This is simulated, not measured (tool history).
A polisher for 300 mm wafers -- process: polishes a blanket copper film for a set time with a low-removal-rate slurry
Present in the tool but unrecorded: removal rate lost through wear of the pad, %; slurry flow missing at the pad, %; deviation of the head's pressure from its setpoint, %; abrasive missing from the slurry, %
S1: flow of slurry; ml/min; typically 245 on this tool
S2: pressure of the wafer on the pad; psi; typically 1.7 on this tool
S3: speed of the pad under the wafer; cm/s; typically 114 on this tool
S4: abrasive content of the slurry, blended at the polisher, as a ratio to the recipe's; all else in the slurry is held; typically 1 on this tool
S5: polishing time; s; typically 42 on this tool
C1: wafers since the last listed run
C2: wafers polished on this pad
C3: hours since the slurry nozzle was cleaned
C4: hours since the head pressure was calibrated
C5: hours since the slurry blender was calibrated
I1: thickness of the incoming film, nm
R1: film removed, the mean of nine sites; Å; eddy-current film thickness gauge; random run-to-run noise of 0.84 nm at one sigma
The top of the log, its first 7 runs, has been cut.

-- hour=95.6 worn pad replaced by a new one
run 8 hour=96.9 | S1=270 S2=1.7 S3=114 S4=1 S5=42 | C1=87 C2=12 C3=74 C4=438.3 C5=132.2 | I1=708.9 | R1=754
run 9 hour=107.1 | S1=320 S2=1.3 S3=84 S4=1 S5=42 | C1=96 C2=109 C3=84.2 C4=448.5 C5=142.4 | I1=706.8 | R1=441
run 10 hour=116.8 | S1=245 S2=1.2 S3=114 S4=1 S5=56 | C1=92 C2=201 C3=93.9 C4=458.2 C5=152.1 | I1=699.7 | R1=709
run 11 hour=124.1 | S1=245 S2=1.5 S3=146 S4=0.7 S5=54 | C1=69 C2=270 C3=101.2 C4=465.5 C5=159.4 | I1=709.6 | R1=959
run 12 hour=135.5 | S1=245 S2=1.7 S3=114 S4=1 S5=42 | C1=108 C2=378 C3=112.6 C4=476.9 C5=170.8 | I1=708.3 | R1=766
run 13 hour=143.6 | S1=245 S2=1.7 S3=114 S4=1 S5=42 | C1=76 C2=455 C3=120.7 C4=485 C5=178.9 | I1=704.9 | R1=752
run 14 hour=157.1 | S1=245 S2=1.7 S3=114 S4=0.85 S5=42 | C1=128 C2=583 C3=134.2 C4=498.5 C5=192.4 | I1=712 | R1=707
run 15 hour=165.6 | S1=245 S2=1.7 S3=114 S4=1 S5=42 | C1=80 C2=664 C3=142.7 C4=507 C5=200.9 | I1=701.4 | R1=737
run 16 hour=172.5 | S1=245 S2=2.1 S3=114 S4=1.25 S5=53 | C1=65 C2=729 C3=149.6 C4=513.9 C5=207.8 | I1=695.4 | R1=1279
run 17 hour=185.4 | S1=300 S2=1.2 S3=114 S4=1 S5=42 | C1=122 C2=852 C3=162.5 C4=526.8 C5=220.7 | I1=696.5 | R1=541
-- hour=191.8 slurry blender recalibrated
-- hour=214.1 worn pad replaced by a new one
run 18 hour=220.8 | S1=245 S2=1.1 S3=114 S4=1 S5=47 | C1=278 C2=63 C3=197.9 C4=562.2 C5=29 | I1=709.8 | R1=548
run 19 hour=234.9 | S1=175 S2=2 S3=114 S4=0.85 S5=42 | C1=133 C2=197 C3=212 C4=576.3 C5=43.1 | I1=716.7 | R1=817
-- hour=239.7 head pressure recalibrated
run 20 hour=245.3 | S1=245 S2=1.7 S3=114 S4=1 S5=42 | C1=79 C2=277 C3=222.4 C4=5.6 C5=53.5 | I1=718.9 | R1=754
run 21 hour=252.9 | S1=245 S2=2.1 S3=126 S4=0.85 S5=30 | C1=72 C2=349 C3=230 C4=13.2 C5=61.1 | I1=709.8 | R1=706
run 22 hour=266.8 | S1=270 S2=1.7 S3=114 S4=1 S5=37 | C1=131 C2=481 C3=243.9 C4=27.1 C5=75 | I1=709.4 | R1=670
run 23 hour=282.5 | S1=245 S2=1.5 S3=102 S4=1 S5=57 | C1=148 C2=630 C3=259.6 C4=42.8 C5=90.7 | I1=702.6 | R1=806
run 24 hour=312.7 | S1=245 S2=1.7 S3=114 S4=1 S5=49 | C1=286 C2=916 C3=289.8 C4=73 C5=120.9 | I1=706.5 | R1=877
run 25 hour=323.9 | S1=245 S2=1.7 S3=114 S4=1 S5=42 | C1=106 C2=1023 C3=301 C4=84.2 C5=132.1 | I1=720.4 | R1=737
-- hour=328.8 worn pad replaced by a new one
run 26 hour=341.2 | S1=245 S2=1.7 S3=128 S4=0.7 S5=42 | C1=126 C2=118 C3=318.3 C4=101.5 C5=149.4 | I1=699 | R1=738
run 27 hour=351.6 | S1=245 S2=1.7 S3=138 S4=1 S5=42 | C1=98 C2=216 C3=328.7 C4=111.9 C5=159.8 | I1=700.6 | R1=920
run 28 hour=368.5 | S1=175 S2=1.5 S3=82 S4=0.85 S5=42 | C1=160 C2=377 C3=345.6 C4=128.8 C5=176.7 | I1=723.6 | R1=455
run 29 hour=375.5 | S1=245 S2=2 S3=114 S4=1 S5=46 | C1=66 C2=443 C3=352.6 C4=135.8 C5=183.7 | I1=707.5 | R1=985
run 30 hour=386.2 | S1=190 S2=1.7 S3=88 S4=1.3 S5=38 | C1=101 C2=545 C3=363.3 C4=146.5 C5=194.4 | I1=697.7 | R1=570

Consider 5 possible next runs. They are alternatives, not a sequence: every one starts from the tool as it was left by run 30. What does each give?
run A hour=386.6 | S1=245 S2=1.7 S3=114 S4=1 S5=42 | C1=3 C2=548 C3=363.7 C4=146.9 C5=194.8 | I1=703.8 | R1=?
run B hour=386.6 | S1=305 S2=1.7 S3=126 S4=1 S5=42 | C1=3 C2=548 C3=363.7 C4=146.9 C5=194.8 | I1=703.8 | R1=?
run C hour=386.6 | S1=325 S2=1.7 S3=88 S4=0.85 S5=42 | C1=3 C2=548 C3=363.7 C4=146.9 C5=194.8 | I1=703.8 | R1=?
run D hour=386.6 | S1=310 S2=1.7 S3=114 S4=0.75 S5=48 | C1=3 C2=548 C3=363.7 C4=146.9 C5=194.8 | I1=703.8 | R1=?
run E hour=386.6 | S1=180 S2=1.7 S3=98 S4=1 S5=42 | C1=3 C2=548 C3=363.7 C4=146.9 C5=194.8 | I1=703.8 | R1=?

run=A R1=771
run=B R1=865
run=C R1=570
run=D R1=798
run=E R1=650
What these runs would have given with no unlogged condition in the tool:
run=A R1=771
run=B R1=865
run=C R1=570
run=D R1=798
run=E R1=650
